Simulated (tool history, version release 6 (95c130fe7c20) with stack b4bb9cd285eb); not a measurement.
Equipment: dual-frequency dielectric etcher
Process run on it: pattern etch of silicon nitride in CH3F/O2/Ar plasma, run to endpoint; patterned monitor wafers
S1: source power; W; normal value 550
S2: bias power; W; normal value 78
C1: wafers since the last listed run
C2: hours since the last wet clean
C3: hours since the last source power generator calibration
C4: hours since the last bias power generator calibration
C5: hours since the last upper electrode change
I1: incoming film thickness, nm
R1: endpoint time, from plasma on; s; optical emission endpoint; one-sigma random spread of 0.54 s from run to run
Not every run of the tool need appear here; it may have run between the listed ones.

run    hour   S1  S2    C1     C2      C3      C4      C5    I1    R1
  1     0.0  610  78     0   25.9  1559.3  3701.8  3791.0  51.2  59.7
  2    46.5  550  78   416   72.4  1605.8  3748.3  3837.5  51.1  60.6
  3    93.3  550  78   419  119.2  1652.6  3795.1  3884.3  51.2  60.5
  4   127.6  550  78   307  153.5  1686.9  3829.4  3918.6  51.2  60.9
  5   174.4  550  78   419  200.3  1733.7  3876.2  3965.4  51.6  61.7
  6   223.8  550  72   442  249.7  1783.1  3925.6  4014.8  51.3  63.2
  7   288.9  550  72   583  314.8  1848.2  3990.7  4079.9  51.2  62.5
  8   320.9  550  64   286  346.8  1880.2  4022.7  4111.9  50.7  65.7
  9   388.8  550  71   608  414.7  1948.1  4090.6  4179.8  50.9  61.8
 10   442.1  590  78   477  468.0  2001.4  4143.9  4233.1  51.4  58.9
 11   498.9  590  78   509  524.8  2058.2  4200.7  4289.9  51.6  57.4
      527.3  -- wet clean of the chamber
 12   535.7  550  78   114    8.4  2095.0  4237.5  4326.7  50.4  61.0
 13   594.4  550  78   526   67.1  2153.7  4296.2  4385.4  51.0  61.7
      616.6  -- source power generator calibrated
 14   639.3  550  78   366  112.0    22.7  4341.1  4430.3  51.2  62.2
 15   705.1  470  78   590  177.8    88.5  4406.9  4496.1  50.9  64.3
 16   735.3  470  78   270  208.0   118.7  4437.1  4526.3  50.9  62.6
 17   778.2  490  78   384  250.9   161.6  4480.0  4569.2  51.1  63.8
 18   836.8  670  78   525  309.5   220.2  4538.6  4627.8  51.6  57.1
 19   869.7  650  58   295  342.4   253.1  4571.5  4660.7  51.5  64.7
 20   918.1  470  73   434  390.8   301.5  4619.9  4709.1  52.0  66.0
 21   973.8  550  78   499  446.5   357.2  4675.6  4764.8  51.0  59.2
 22  1015.0  680  65   369  487.7   398.4  4716.8  4806.0  50.7  59.2
 23  1066.4  550  70   460  539.1   449.8  4768.2  4857.4  51.7  62.8
     1133.9  -- upper electrode replaced
 24  1134.4  630  78   394  607.1   517.8  4836.2     0.5  52.0  56.8
     1168.4  -- wet clean of the chamber
 25  1168.9  480  78    94    0.5   552.3  4870.7    35.0  50.7  63.2
 26  1206.4  550  78   336   38.0   589.8  4908.2    72.5  51.5  61.5
     1218.5  -- bias power generator calibrated
 27  1262.1  500  71   463   93.7   645.5    43.6   128.2  51.4  65.6
 28  1311.9  680  78   446  143.5   695.3    93.4   178.0  51.2  56.7
 29  1340.7  640  63   258  172.3   724.1   122.2   206.8  51.0  62.9
 30  1535.1  550  72  1743  366.7   918.5   316.6   401.2  51.5  61.5
 31  1600.3  650  60   584  431.9   983.7   381.8   466.4  50.9  61.8
 32  1629.2  660  60   259  460.8  1012.6   410.7   495.3  51.2  61.7
 33  1660.2  550  78   277  491.8  1043.6   441.7   526.3  51.7  59.4
     1685.6  -- wet clean of the chamber
 34  1703.8  630  78   175   18.2  1087.2   485.3   569.9  51.3  58.0
 35  1753.4  550  96   444   67.8  1136.8   534.9   619.5  51.3  57.5
 36  1795.6  610  71   378  110.0  1179.0   577.1   661.7  51.6  61.4

Alternative continuations, all from the tool just after run 36; predict every row:
  A  1796.0  550  78   3  110.4  1179.4  577.5  662.1  51.4   ?
  B  1796.0  680  66   3  110.4  1179.4  577.5  662.1  51.4   ?
  C  1796.0  670  67   3  110.4  1179.4  577.5  662.1  51.4   ?

run    R1
  A  60.7
  B  60.6
  C  60.5
What these runs would have given with no unlogged condition in the tool:
run    R1
  A  61.4
  B  61.2
  C  61.2

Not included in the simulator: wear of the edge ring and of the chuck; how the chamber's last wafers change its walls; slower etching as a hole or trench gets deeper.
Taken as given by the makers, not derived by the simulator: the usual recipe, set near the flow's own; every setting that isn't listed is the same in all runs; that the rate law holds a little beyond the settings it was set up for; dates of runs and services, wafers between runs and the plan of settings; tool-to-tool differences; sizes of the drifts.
